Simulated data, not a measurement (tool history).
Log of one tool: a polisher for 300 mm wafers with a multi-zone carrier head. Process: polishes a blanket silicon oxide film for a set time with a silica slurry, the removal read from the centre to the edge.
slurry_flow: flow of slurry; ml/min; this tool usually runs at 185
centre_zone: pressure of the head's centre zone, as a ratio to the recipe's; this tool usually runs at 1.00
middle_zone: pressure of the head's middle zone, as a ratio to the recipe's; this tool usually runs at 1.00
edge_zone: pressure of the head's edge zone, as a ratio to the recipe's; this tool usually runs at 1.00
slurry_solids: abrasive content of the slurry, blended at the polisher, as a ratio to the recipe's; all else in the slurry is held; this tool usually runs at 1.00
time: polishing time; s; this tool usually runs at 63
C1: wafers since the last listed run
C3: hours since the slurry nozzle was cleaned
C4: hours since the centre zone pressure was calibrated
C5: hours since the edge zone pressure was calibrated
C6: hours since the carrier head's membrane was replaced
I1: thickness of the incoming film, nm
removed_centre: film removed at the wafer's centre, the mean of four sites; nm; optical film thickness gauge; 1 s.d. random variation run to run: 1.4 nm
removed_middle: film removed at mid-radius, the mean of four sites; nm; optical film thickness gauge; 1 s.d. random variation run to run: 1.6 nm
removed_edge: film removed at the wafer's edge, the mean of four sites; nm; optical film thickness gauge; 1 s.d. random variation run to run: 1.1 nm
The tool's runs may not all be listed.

{"run": 1, "hour": 0.0, "slurry_flow": 185, "centre_zone": 0.95, "middle_zone": 1.0, "edge_zone": 1.05, "slurry_solids": 1.25, "time": 63, "C1": 0, "wafers polished on this pad": 1825, "C3": 292.4, "C4": 90.8, "C5": 1012.6, "C6": 1378.8, "I1": 1096.5, "removed_centre": 127.1, "removed_middle": 134.6, "removed_edge": 138.3}
{"run": 2, "hour": 54.5, "slurry_flow": 185, "centre_zone": 1.0, "middle_zone": 1.0, "edge_zone": 1.0, "slurry_solids": 0.9, "time": 50, "C1": 531, "wafers polished on this pad": 2356, "C3": 346.9, "C4": 145.3, "C5": 1067.1, "C6": 1433.3, "I1": 1068.0, "removed_centre": 93.5, "removed_middle": 95.4, "removed_edge": 93.0}
{"run": 3, "hour": 115.3, "slurry_flow": 135, "centre_zone": 0.9, "middle_zone": 1.03, "edge_zone": 1.0, "slurry_solids": 1.1, "time": 63, "C1": 592, "wafers polished on this pad": 2949, "C3": 407.7, "C4": 206.1, "C5": 1127.9, "C6": 1494.1, "I1": 1070.3, "removed_centre": 105.5, "removed_middle": 124.2, "removed_edge": 125.1}
{"hour": 151.7, "done": "carrier head's membrane replaced by a new one"}
{"hour": 173.2, "done": "edge zone pressure recalibrated"}
{"run": 4, "hour": 182.0, "slurry_flow": 185, "centre_zone": 1.0, "middle_zone": 0.92, "edge_zone": 1.0, "slurry_solids": 1.0, "time": 63, "C1": 581, "wafers polished on this pad": 3530, "C3": 474.4, "C4": 272.8, "C5": 8.8, "C6": 30.3, "I1": 1070.5, "removed_centre": 120.0, "removed_middle": 117.6, "removed_edge": 123.7}
{"run": 5, "hour": 236.5, "slurry_flow": 185, "centre_zone": 1.0, "middle_zone": 1.1, "edge_zone": 1.0, "slurry_solids": 1.25, "time": 57, "C1": 531, "wafers polished on this pad": 4062, "C3": 528.9, "C4": 327.3, "C5": 63.3, "C6": 84.8, "I1": 1066.3, "removed_centre": 123.2, "removed_middle": 134.0, "removed_edge": 122.7}
{"hour": 259.4, "done": "worn pad replaced by a new one"}
{"run": 6, "hour": 306.1, "slurry_flow": 185, "centre_zone": 1.0, "middle_zone": 1.0, "edge_zone": 1.07, "slurry_solids": 1.0, "time": 70, "C1": 639, "wafers polished on this pad": 454, "C3": 598.5, "C4": 396.9, "C5": 132.9, "C6": 154.4, "I1": 1082.4, "removed_centre": 135.6, "removed_middle": 140.1, "removed_edge": 141.8}
{"run": 7, "hour": 337.0, "slurry_flow": 185, "centre_zone": 1.0, "middle_zone": 1.0, "edge_zone": 1.0, "slurry_solids": 1.0, "time": 63, "C1": 301, "wafers polished on this pad": 755, "C3": 629.4, "C4": 427.8, "C5": 163.8, "C6": 185.3, "I1": 1059.4, "removed_centre": 121.1, "removed_middle": 121.7, "removed_edge": 122.7}
{"hour": 350.5, "done": "slurry nozzle cleaned"}
{"run": 8, "hour": 407.9, "slurry_flow": 135, "centre_zone": 1.0, "middle_zone": 1.0, "edge_zone": 0.94, "slurry_solids": 1.0, "time": 63, "C1": 681, "wafers polished on this pad": 1437, "C3": 57.4, "C4": 498.7, "C5": 234.7, "C6": 256.2, "I1": 1078.4, "removed_centre": 111.3, "removed_middle": 118.3, "removed_edge": 116.4}
{"run": 9, "hour": 433.4, "slurry_flow": 185, "centre_zone": 1.0, "middle_zone": 1.0, "edge_zone": 1.0, "slurry_solids": 1.0, "time": 63, "C1": 248, "wafers polished on this pad": 1685, "C3": 82.9, "C4": 524.2, "C5": 260.2, "C6": 281.7, "I1": 1084.8, "removed_centre": 122.5, "removed_middle": 124.9, "removed_edge": 123.2}
{"run": 10, "hour": 465.8, "slurry_flow": 185, "centre_zone": 1.0, "middle_zone": 1.0, "edge_zone": 0.89, "slurry_solids": 0.8, "time": 77, "C1": 315, "wafers polished on this pad": 2001, "C3": 115.3, "C4": 556.6, "C5": 292.6, "C6": 314.1, "I1": 1084.2, "removed_centre": 134.5, "removed_middle": 138.4, "removed_edge": 129.6}
{"run": 11, "hour": 516.3, "slurry_flow": 185, "centre_zone": 0.89, "middle_zone": 1.06, "edge_zone": 1.03, "slurry_solids": 1.0, "time": 72, "C1": 492, "wafers polished on this pad": 2493, "C3": 165.8, "C4": 607.1, "C5": 343.1, "C6": 364.6, "I1": 1095.1, "removed_centre": 121.2, "removed_middle": 150.5, "removed_edge": 142.8}
{"run": 12, "hour": 584.5, "slurry_flow": 185, "centre_zone": 1.0, "middle_zone": 1.0, "edge_zone": 1.0, "slurry_solids": 1.0, "time": 74, "C1": 664, "wafers polished on this pad": 3158, "C3": 234.0, "C4": 675.3, "C5": 411.3, "C6": 432.8, "I1": 1074.9, "removed_centre": 145.1, "removed_middle": 148.3, "removed_edge": 145.4}
{"run": 13, "hour": 648.7, "slurry_flow": 185, "centre_zone": 1.0, "middle_zone": 1.0, "edge_zone": 1.0, "slurry_solids": 1.0, "time": 74, "C1": 625, "wafers polished on this pad": 3783, "C3": 298.2, "C4": 739.5, "C5": 475.5, "C6": 497.0, "I1": 1096.6, "removed_centre": 141.7, "removed_middle": 148.1, "removed_edge": 146.1}
{"hour": 660.2, "done": "worn pad replaced by a new one"}
{"run": 14, "hour": 711.9, "slurry_flow": 185, "centre_zone": 1.0, "middle_zone": 1.0, "edge_zone": 1.11, "slurry_solids": 1.1, "time": 80, "C1": 576, "wafers polished on this pad": 503, "C3": 361.4, "C4": 802.7, "C5": 538.7, "C6": 560.2, "I1": 1076.6, "removed_centre": 158.4, "removed_middle": 163.9, "removed_edge": 172.5}
{"run": 15, "hour": 769.4, "slurry_flow": 185, "centre_zone": 1.0, "middle_zone": 1.0, "edge_zone": 0.9, "slurry_solids": 1.0, "time": 63, "C1": 560, "wafers polished on this pad": 1063, "C3": 418.9, "C4": 860.2, "C5": 596.2, "C6": 617.7, "I1": 1087.7, "removed_centre": 123.2, "removed_middle": 122.1, "removed_edge": 118.5}
{"run": 16, "hour": 832.5, "slurry_flow": 185, "centre_zone": 1.0, "middle_zone": 1.0, "edge_zone": 0.95, "slurry_solids": 1.1, "time": 63, "C1": 614, "wafers polished on this pad": 1678, "C3": 482.0, "C4": 923.3, "C5": 659.3, "C6": 680.8, "I1": 1076.2, "removed_centre": 127.3, "removed_middle": 132.2, "removed_edge": 126.3}
{"run": 17, "hour": 857.7, "slurry_flow": 205, "centre_zone": 0.9, "middle_zone": 1.0, "edge_zone": 1.0, "slurry_solids": 0.85, "time": 63, "C1": 245, "wafers polished on this pad": 1924, "C3": 507.2, "C4": 948.5, "C5": 684.5, "C6": 706.0, "I1": 1070.1, "removed_centre": 103.7, "removed_middle": 116.5, "removed_edge": 115.1}
{"run": 18, "hour": 886.5, "slurry_flow": 215, "centre_zone": 0.97, "middle_zone": 1.0, "edge_zone": 1.0, "slurry_solids": 0.75, "time": 76, "C1": 280, "wafers polished on this pad": 2204, "C3": 536.0, "C4": 977.3, "C5": 713.3, "C6": 734.8, "I1": 1073.5, "removed_centre": 128.5, "removed_middle": 132.2, "removed_edge": 132.9}
{"hour": 895.1, "done": "slurry nozzle cleaned"}
{"run": 19, "hour": 957.6, "slurry_flow": 185, "centre_zone": 1.0, "middle_zone": 1.0, "edge_zone": 1.0, "slurry_solids": 1.0, "time": 63, "C1": 683, "wafers polished on this pad": 2888, "C3": 62.5, "C4": 1048.4, "C5": 784.4, "C6": 805.9, "I1": 1068.8, "removed_centre": 123.5, "removed_middle": 128.0, "removed_edge": 123.1}
{"run": 20, "hour": 1012.6, "slurry_flow": 185, "centre_zone": 1.1, "middle_zone": 1.0, "edge_zone": 1.0, "slurry_solids": 0.85, "time": 63, "C1": 535, "wafers polished on this pad": 3424, "C3": 117.5, "C4": 1103.4, "C5": 839.4, "C6": 860.9, "I1": 1069.9, "removed_centre": 125.0, "removed_middle": 116.1, "removed_edge": 112.4}
{"run": 21, "hour": 1060.2, "slurry_flow": 185, "centre_zone": 1.0, "middle_zone": 1.0, "edge_zone": 1.0, "slurry_solids": 1.0, "time": 63, "C1": 463, "wafers polished on this pad": 3887, "C3": 165.1, "C4": 1151.0, "C5": 887.0, "C6": 908.5, "I1": 1090.8, "removed_centre": 122.6, "removed_middle": 126.6, "removed_edge": 124.6}
{"hour": 1172.7, "done": "centre zone pressure recalibrated"}
{"hour": 1185.0, "done": "worn pad replaced by a new one"}
{"run": 22, "hour": 1273.4, "slurry_flow": 185, "centre_zone": 1.11, "middle_zone": 1.0, "edge_zone": 1.07, "slurry_solids": 1.15, "time": 47, "C1": 2019, "wafers polished on this pad": 861, "C3": 378.3, "C4": 100.7, "C5": 1100.2, "C6": 1121.7, "I1": 1082.3, "removed_centre": 107.6, "removed_middle": 98.6, "removed_edge": 100.8}

Take each entry between the runs: how does the hidden state at the last listed run before it differ from the hidden state at the first listed run after it?
Run 3 -> run 4: carrier head's membrane replaced by a new one (hour 151.7); edge zone pressure recalibrated (hour 173.2)
  the hidden state is the same at both runs
Run 5 -> run 6: worn pad replaced by a new one (hour 259.4)
  the hidden state is the same at both runs
Run 7 -> run 8: slurry nozzle cleaned (hour 350.5)
  the hidden state is the same at both runs
Run 13 -> run 14: worn pad replaced by a new one (hour 660.2)
  the hidden state is the same at both runs
Run 18 -> run 19: slurry nozzle cleaned (hour 895.1)
  the hidden state is the same at both runs
Run 21 -> run 22: centre zone pressure recalibrated (hour 1172.7); worn pad replaced by a new one (hour 1185.0)
  the hidden state is the same at both runs
